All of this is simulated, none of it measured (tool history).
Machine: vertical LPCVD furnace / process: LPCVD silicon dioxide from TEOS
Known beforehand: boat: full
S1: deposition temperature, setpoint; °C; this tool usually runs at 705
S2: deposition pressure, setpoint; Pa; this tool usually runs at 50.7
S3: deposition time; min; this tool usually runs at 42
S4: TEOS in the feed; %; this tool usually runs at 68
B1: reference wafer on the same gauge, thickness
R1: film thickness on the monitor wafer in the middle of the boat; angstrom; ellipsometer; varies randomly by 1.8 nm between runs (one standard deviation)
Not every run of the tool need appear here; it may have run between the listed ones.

run,hour,S1,S2,S3,S4,B1,R1
1,0.0,705,50.7,42,68,334.13,3501.9
2,70.2,705,50.7,42,68,333.77,3507.2
3,129.1,705,50.7,42,68,333.57,3508.9
4,342.7,699,50.7,42,79,334.46,3317.6
5,472.3,699,50.7,42,79,333.92,3306.4
6,521.5,699,50.7,42,79,333.71,3286.1
7,572.7,705,50.7,42,68,334.13,3534.7
# hour 587.1: gauge calibrated
# hour 597.3: TEOS flow controller replaced
8,598.4,705,50.7,42,68,333.75,3539.8
# hour 641.1: thermocouples replaced and temperature profile calibrated
9,641.6,709,47.3,42,81,333.85,4089.6
# hour 818.4: pressure gauge zeroed
10,827.6,699,50.7,42,79,334.10,3315.7
11,860.1,716,38.7,42,68,333.50,3950.3
12,903.4,705,50.7,42,60,334.36,3325.7
13,942.6,699,56.0,57,80,334.04,4773.0
14,997.9,711,56.0,30,58,334.43,2803.1
15,1063.7,705,44.0,42,68,333.99,3312.9

Each row is a separate what-if for the run after 15, all from the same tool condition, not one after another. Results?
A,1067.6,705,50.7,42,68,?,?
B,1067.6,714,50.7,42,68,?,?
C,1067.6,709,41.3,42,68,?,?
D,1067.6,705,54.7,42,68,?,?

run,B1,R1
A,334.09,3506.7
B,334.09,4305.6
C,334.09,3471.4
D,334.09,3642.5
Without the tool's hidden state the same runs would have given:
run,R1
A,3506.7
B,4305.6
C,3471.4
D,3642.5
